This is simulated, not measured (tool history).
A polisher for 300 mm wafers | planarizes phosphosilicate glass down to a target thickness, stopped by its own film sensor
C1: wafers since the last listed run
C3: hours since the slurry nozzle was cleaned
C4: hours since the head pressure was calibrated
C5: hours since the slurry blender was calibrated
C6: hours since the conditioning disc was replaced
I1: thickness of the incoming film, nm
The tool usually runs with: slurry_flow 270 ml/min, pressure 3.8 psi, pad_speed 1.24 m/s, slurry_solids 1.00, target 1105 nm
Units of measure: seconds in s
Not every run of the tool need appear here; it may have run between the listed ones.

{"run": 1, "day": 0.0, "slurry_flow": 270, "pressure": 3.8, "pad_speed": 1.24, "slurry_solids": 1.0, "target": 1105, "C1": 0, "wafers polished on this pad": 97, "C3": 267.4, "C4": 465.9, "C5": 60.6, "C6": 7.4, "I1": 1743.2, "seconds": 51.5}
{"run": 2, "day": 1.054, "slurry_flow": 270, "pressure": 3.8, "pad_speed": 1.24, "slurry_solids": 1.0, "target": 1105, "C1": 330, "wafers polished on this pad": 428, "C3": 292.7, "C4": 491.2, "C5": 85.9, "C6": 32.7, "I1": 1718.8, "seconds": 50.4}
{"run": 3, "day": 1.738, "slurry_flow": 270, "pressure": 3.8, "pad_speed": 1.24, "slurry_solids": 1.0, "target": 1105, "C1": 214, "wafers polished on this pad": 642, "C3": 309.1, "C4": 507.6, "C5": 102.3, "C6": 49.1, "I1": 1746.4, "seconds": 54.8}
{"run": 4, "day": 2.688, "slurry_flow": 270, "pressure": 3.8, "pad_speed": 1.24, "slurry_solids": 1.0, "target": 1105, "C1": 298, "wafers polished on this pad": 940, "C3": 331.9, "C4": 530.4, "C5": 125.1, "C6": 71.9, "I1": 1703.5, "seconds": 49.1}
{"day": 3.458, "done": "worn pad replaced by a new one"}
{"run": 5, "day": 3.6, "slurry_flow": 305, "pressure": 3.8, "pad_speed": 1.24, "slurry_solids": 1.0, "target": 1105, "C1": 234, "wafers polished on this pad": 44, "C3": 353.8, "C4": 552.3, "C5": 147.0, "C6": 93.8, "I1": 1730.2, "seconds": 50.9}
{"run": 6, "day": 5.054, "slurry_flow": 305, "pressure": 3.8, "pad_speed": 1.24, "slurry_solids": 1.0, "target": 1105, "C1": 456, "wafers polished on this pad": 500, "C3": 388.7, "C4": 587.2, "C5": 181.9, "C6": 128.7, "I1": 1741.8, "seconds": 54.9}
{"run": 7, "day": 6.475, "slurry_flow": 305, "pressure": 3.8, "pad_speed": 1.24, "slurry_solids": 1.0, "target": 1105, "C1": 446, "wafers polished on this pad": 946, "C3": 422.8, "C4": 621.3, "C5": 216.0, "C6": 162.8, "I1": 1748.6, "seconds": 56.4}
{"day": 7.125, "done": "worn pad replaced by a new one"}
{"day": 7.283, "done": "conditioning disc replaced and pad reconditioned"}
{"day": 8.067, "done": "slurry nozzle cleaned"}
{"run": 8, "day": 9.408, "slurry_flow": 270, "pressure": 4.7, "pad_speed": 1.24, "slurry_solids": 0.85, "target": 1105, "C1": 829, "wafers polished on this pad": 677, "C3": 32.2, "C4": 691.7, "C5": 286.4, "C6": 51.0, "I1": 1704.3, "seconds": 42.7}
{"run": 9, "day": 10.238, "slurry_flow": 270, "pressure": 4.7, "pad_speed": 1.24, "slurry_solids": 0.85, "target": 1105, "C1": 260, "wafers polished on this pad": 937, "C3": 52.1, "C4": 711.6, "C5": 306.3, "C6": 70.9, "I1": 1707.9, "seconds": 44.1}
{"day": 10.596, "done": "head pressure recalibrated"}
{"day": 11.221, "done": "worn pad replaced by a new one"}
{"run": 10, "day": 11.242, "slurry_flow": 200, "pressure": 4.8, "pad_speed": 1.36, "slurry_solids": 1.2, "target": 1105, "C1": 236, "wafers polished on this pad": 6, "C3": 76.2, "C4": 15.5, "C5": 330.4, "C6": 95.0, "I1": 1744.9, "seconds": 35.4}
{"run": 11, "day": 12.504, "slurry_flow": 270, "pressure": 2.9, "pad_speed": 1.24, "slurry_solids": 1.2, "target": 1105, "C1": 396, "wafers polished on this pad": 403, "C3": 106.5, "C4": 45.8, "C5": 360.7, "C6": 125.3, "I1": 1695.6, "seconds": 57.0}
{"run": 12, "day": 13.579, "slurry_flow": 205, "pressure": 3.8, "pad_speed": 1.24, "slurry_solids": 1.0, "target": 1105, "C1": 337, "wafers polished on this pad": 740, "C3": 132.3, "C4": 71.6, "C5": 386.5, "C6": 151.1, "I1": 1737.3, "seconds": 50.5}
{"run": 13, "day": 14.858, "slurry_flow": 200, "pressure": 3.8, "pad_speed": 1.5, "slurry_solids": 1.0, "target": 1105, "C1": 401, "wafers polished on this pad": 1142, "C3": 163.0, "C4": 102.3, "C5": 417.2, "C6": 181.8, "I1": 1752.2, "seconds": 45.6}
{"day": 15.233, "done": "worn pad replaced by a new one"}
{"day": 15.333, "done": "conditioning disc replaced and pad reconditioned"}
{"run": 14, "day": 15.817, "slurry_flow": 270, "pressure": 3.8, "pad_speed": 1.24, "slurry_solids": 1.0, "target": 1105, "C1": 222, "wafers polished on this pad": 157, "C3": 186.0, "C4": 125.3, "C5": 440.2, "C6": 11.6, "I1": 1704.0, "seconds": 46.5}
{"day": 16.988, "done": "slurry blender recalibrated"}
{"run": 15, "day": 17.258, "slurry_flow": 270, "pressure": 3.8, "pad_speed": 1.24, "slurry_solids": 1.0, "target": 1105, "C1": 426, "wafers polished on this pad": 584, "C3": 220.6, "C4": 159.9, "C5": 6.5, "C6": 46.2, "I1": 1689.8, "seconds": 45.0}
{"run": 16, "day": 18.504, "slurry_flow": 270, "pressure": 3.8, "pad_speed": 0.94, "slurry_solids": 0.85, "target": 1105, "C1": 391, "wafers polished on this pad": 975, "C3": 250.5, "C4": 189.8, "C5": 36.4, "C6": 76.1, "I1": 1713.8, "seconds": 61.4}
{"run": 17, "day": 19.738, "slurry_flow": 305, "pressure": 3.8, "pad_speed": 1.24, "slurry_solids": 1.0, "target": 1105, "C1": 387, "wafers polished on this pad": 1362, "C3": 280.1, "C4": 219.4, "C5": 66.0, "C6": 105.7, "I1": 1709.6, "seconds": 47.2}
{"day": 20.029, "done": "worn pad replaced by a new one"}
{"run": 18, "day": 20.321, "slurry_flow": 240, "pressure": 2.8, "pad_speed": 1.24, "slurry_solids": 1.0, "target": 1105, "C1": 130, "wafers polished on this pad": 91, "C3": 294.1, "C4": 233.4, "C5": 80.0, "C6": 119.7, "I1": 1744.5, "seconds": 68.8}
{"run": 19, "day": 21.567, "slurry_flow": 270, "pressure": 3.8, "pad_speed": 0.94, "slurry_solids": 0.85, "target": 1105, "C1": 391, "wafers polished on this pad": 482, "C3": 324.0, "C4": 263.3, "C5": 109.9, "C6": 149.6, "I1": 1718.3, "seconds": 60.6}

For each run, what was the tool's unlogged condition?
removal rate lost through wear of the pad, %: 0 across all the runs
abrasive missing from the slurry, %: 0 across all the runs
time polished since the conditioner stopped cutting, s: 0 across all the runs
H1: slurry flow missing at the pad, %
H2: deviation of the head's pressure from its setpoint, %
run=1 H1=16.1 H2=-3.31
run=2 H1=18.4 H2=-3.95
run=3 H1=20 H2=-4.38
run=4 H1=22.4 H2=-5.01
run=5 H1=24.8 H2=-5.63
run=6 H1=29 H2=-6.68
run=7 H1=33.5 H2=-7.77
run=8 H1=0.458 H2=-10.2
run=9 H1=0.731 H2=-10.9
run=10 H1=1.23 H2=0.156
run=11 H1=2.13 H2=0.107
run=12 H1=3.13 H2=0.0273
run=13 H1=4.6 H2=-0.114
run=14 H1=5.9 H2=-0.252
run=15 H1=8.19 H2=-0.512
run=16 H1=10.5 H2=-0.788
run=17 H1=13 H2=-1.11
run=18 H1=14.3 H2=-1.28
run=19 H1=17.3 H2=-1.67

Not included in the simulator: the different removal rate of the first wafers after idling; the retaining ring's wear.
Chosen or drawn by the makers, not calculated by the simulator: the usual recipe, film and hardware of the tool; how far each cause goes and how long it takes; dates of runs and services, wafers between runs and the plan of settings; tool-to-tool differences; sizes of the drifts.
